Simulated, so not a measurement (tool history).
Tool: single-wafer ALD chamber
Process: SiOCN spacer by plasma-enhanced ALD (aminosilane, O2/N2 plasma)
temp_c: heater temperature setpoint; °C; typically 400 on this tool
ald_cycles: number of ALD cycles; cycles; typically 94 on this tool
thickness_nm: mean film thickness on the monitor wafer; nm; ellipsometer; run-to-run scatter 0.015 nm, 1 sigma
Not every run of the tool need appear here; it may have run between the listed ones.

| run | hour | temp_c | ald_cycles | read-back reference wafer on the same gauge, thickness_nm | thickness_nm |
|---|---|---|---|---|---|
| 1 | 0 | 400 | 94 | 5.359 | 6.043 |
| 2 | 34.3 | 400 | 94 | 5.355 | 6.036 |
| 3 | 59.5 | 400 | 107 | 5.357 | 6.855 |
| 4 | 92.1 | 405 | 94 | 5.363 | 5.961 |
| 5 | 125.7 | 405 | 94 | 5.36 | 5.946 |
| 6 | 146.7 | 397 | 94 | 5.363 | 6.025 |
| 7 | 163 | 397 | 94 | 5.359 | 6.04 |
| 8 | 187.8 | 397 | 94 | 5.359 | 6.031 |
| 9 | 209.2 | 400 | 108 | 5.359 | 6.941 |
| 10 | 235 | 400 | 108 | 5.363 | 6.938 |
| 11 | 267.3 | 400 | 87 | 5.361 | 5.565 |
| 12 | 285.9 | 395 | 94 | 5.36 | 6.008 |
| 13 | 309 | 400 | 100 | 5.358 | 6.398 |
| 14 | 329 | 400 | 100 | 5.358 | 6.383 |
| 15 | 367.4 | 400 | 94 | 5.362 | 6.05 |
| 16 | 402.3 | 400 | 94 | 5.362 | 6.01 |
| 17 | 435.9 | 400 | 94 | 5.36 | 6.013 |
| 18 | 468.3 | 400 | 94 | 5.361 | 6.012 |
| 19 | 485.3 | 400 | 94 | 5.363 | 6.008 |
| 20 | 514.4 | 400 | 94 | 5.359 | 6.022 |
| 21 | 536.9 | 400 | 94 | 5.361 | 6.02 |
| 22 | 558.4 | 406 | 94 | 5.36 | 5.924 |
| 23 | 586.2 | 400 | 94 | 5.359 | 6.034 |
| 24 | 615.1 | 395 | 83 | 5.361 | 5.344 |
| 25 | 640 | 389 | 103 | 5.357 | 6.613 |
| 26 | 662.3 | 400 | 94 | 5.361 | 6.012 |
| 27 | 685.9 | 400 | 111 | 5.359 | 7.079 |
| 28 | 708.7 | 411 | 111 | 5.357 | 6.919 |
| 29 | 721.7 | 392 | 82 | 5.36 | 5.242 |
| 30 | 747.7 | 393 | 101 | 5.36 | 6.463 |
| 31 | 777.6 | 387 | 103 | 5.355 | 6.623 |
| 32 | 805.1 | 400 | 94 | 5.359 | 6.006 |
| 33 | 825.2 | 393 | 107 | 5.357 | 6.867 |
| 34 | 853.9 | 400 | 100 | 5.357 | 6.41 |
| 35 | 873.2 | 400 | 94 | 5.356 | 5.994 |
| 36 | 973.1 | 400 | 94 | 5.359 | 6.02 |
| 37 | 1003.4 | 406 | 101 | 5.358 | 6.361 |
| 38 | 1037 | 406 | 89 | 5.359 | 5.602 |
| 39 | 1049 | 411 | 108 | 5.355 | 6.696 |
| 40 | 1068.5 | 400 | 94 | 5.36 | 6.001 |
| 41 | 1099.3 | 400 | 94 | 5.361 | 6.054 |
| 42 | 1116.1 | 396 | 110 | 5.361 | 7.016 |
| 43 | 1147.3 | 410 | 88 | 5.359 | 5.508 |
| 44 | 1173.3 | 394 | 80 | 5.359 | 5.138 |
| 45 | 1207.9 | 387 | 76 | 5.36 | 4.872 |
| 46 | 1237.3 | 404 | 79 | 5.361 | 5.017 |

Taken out of this log: 2 entries between the listed runs. Where each belongs, and how the hidden state differs across it:
Runs 30 to 31: gauge calibrated (hour 771.1)
  both runs share identical hidden conditions
Runs 32 to 33: thermocouple changed; heater temperature recalibrated (hour 820.8)
  both runs share identical hidden conditions

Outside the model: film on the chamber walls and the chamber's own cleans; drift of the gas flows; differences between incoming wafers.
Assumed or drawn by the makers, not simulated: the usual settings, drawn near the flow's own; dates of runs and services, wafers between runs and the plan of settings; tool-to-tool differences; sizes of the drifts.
